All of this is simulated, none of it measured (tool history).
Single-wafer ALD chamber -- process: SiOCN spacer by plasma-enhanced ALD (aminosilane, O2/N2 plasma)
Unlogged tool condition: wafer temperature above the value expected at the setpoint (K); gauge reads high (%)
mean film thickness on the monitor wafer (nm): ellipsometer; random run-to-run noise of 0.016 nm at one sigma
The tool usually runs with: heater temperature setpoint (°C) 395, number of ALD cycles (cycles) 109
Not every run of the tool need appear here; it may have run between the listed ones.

run   hour  heater temperature setpoint (°C)  number of ALD cycles (cycles)  wafers since the last listed run  hours since the last thermocouple change  hours since the gauge calibration  read-back reference wafer on the same gauge, thickness_nm  mean film thickness on the monitor wafer (nm)
  1    0.0                               395                            116                                 0                                    1042.6                              268.1                                                      6.659                                          6.907
  2   33.5                               395                            116                               114                                    1076.1                              301.6                                                      6.643                                          6.871
  3   68.0                               386                            126                               117                                    1110.6                              336.1                                                      6.632                                          7.458
      77.1  -- gauge calibrated
  4   95.7                               386                            126                                94                                    1138.3                               18.6                                                      6.720                                          7.563
  5  109.6                               384                            109                                47                                    1152.2                               32.5                                                      6.720                                          6.543
  6  138.2                               384                            109                                97                                    1180.8                               61.1                                                      6.717                                          6.510
  7  151.7                               404                            109                                46                                    1194.3                               74.6                                                      6.715                                          6.459
  8  170.1                               404                            109                                62                                    1212.7                               93.0                                                      6.709                                          6.438
  9  193.8                               395                            109                                80                                    1236.4                              116.7                                                      6.704                                          6.525
 10  213.6                               395                            118                                67                                    1256.2                              136.5                                                      6.706                                          7.026
 11  235.6                               395                            109                                75                                    1278.2                              158.5                                                      6.701                                          6.540
 12  266.6                               395                            109                               105                                    1309.2                              189.5                                                      6.698                                          6.499
 13  293.6                               395                             91                                92                                    1336.2                              216.5                                                      6.681                                          5.413
 14  317.4                               384                            124                                81                                    1360.0                              240.3                                                      6.676                                          7.385
 15  343.7                               382                             99                                89                                    1386.3                              266.6                                                      6.669                                          5.913
     352.4  -- thermocouple changed; heater temperature recalibrated
 16  427.4                               395                            101                               258                                      75.0                              350.3                                                      6.624                                          5.970
 17  455.0                               384                             92                                94                                     102.6                              377.9                                                      6.612                                          5.431
     457.3  -- gauge calibrated
 18  486.4                               406                            118                               107                                     134.0                               29.1                                                      6.716                                          6.940
 19  516.6                               395                            131                               103                                     164.2                               59.3                                                      6.706                                          7.824
 20  552.5                               382                            122                               122                                     200.1                               95.2                                                      6.709                                          7.258
 21  579.1                               381                            131                                90                                     226.7                              121.8                                                      6.698                                          7.832
 22  603.2                               395                             98                                82                                     250.8                              145.9                                                      6.691                                          5.879
 23  622.1                               395                            109                                64                                     269.7                              164.8                                                      6.690                                          6.478

Some steps in mean film thickness on the monitor wafer (nm), run to run, broken into two amounts with sign: the step expected even without the hidden condition (settings, incoming material, random variation), and the rest, left for the hidden condition together with whatever gauge scatter is not in both the measured and the hidden-condition-free result:
Run 3 -> 4: gauge calibrated. mean film thickness on the monitor wafer (nm) +0.105: hidden state +0.098, all else +0.007.
Run 13 -> 14: heater temperature setpoint (°C) 395 -> 384, number of ALD cycles (cycles) 91 -> 124. mean film thickness on the monitor wafer (nm) +1.972: hidden state -0.020, all else +1.992.
Run 17 -> 18: heater temperature setpoint (°C) 384 -> 406, number of ALD cycles (cycles) 92 -> 118, gauge calibrated. mean film thickness on the monitor wafer (nm) +1.509: hidden state +0.080, all else +1.429.
Run 21 -> 22: heater temperature setpoint (°C) 381 -> 395, number of ALD cycles (cycles) 131 -> 98. mean film thickness on the monitor wafer (nm) -1.953: hidden state +0.002, all else -1.955.
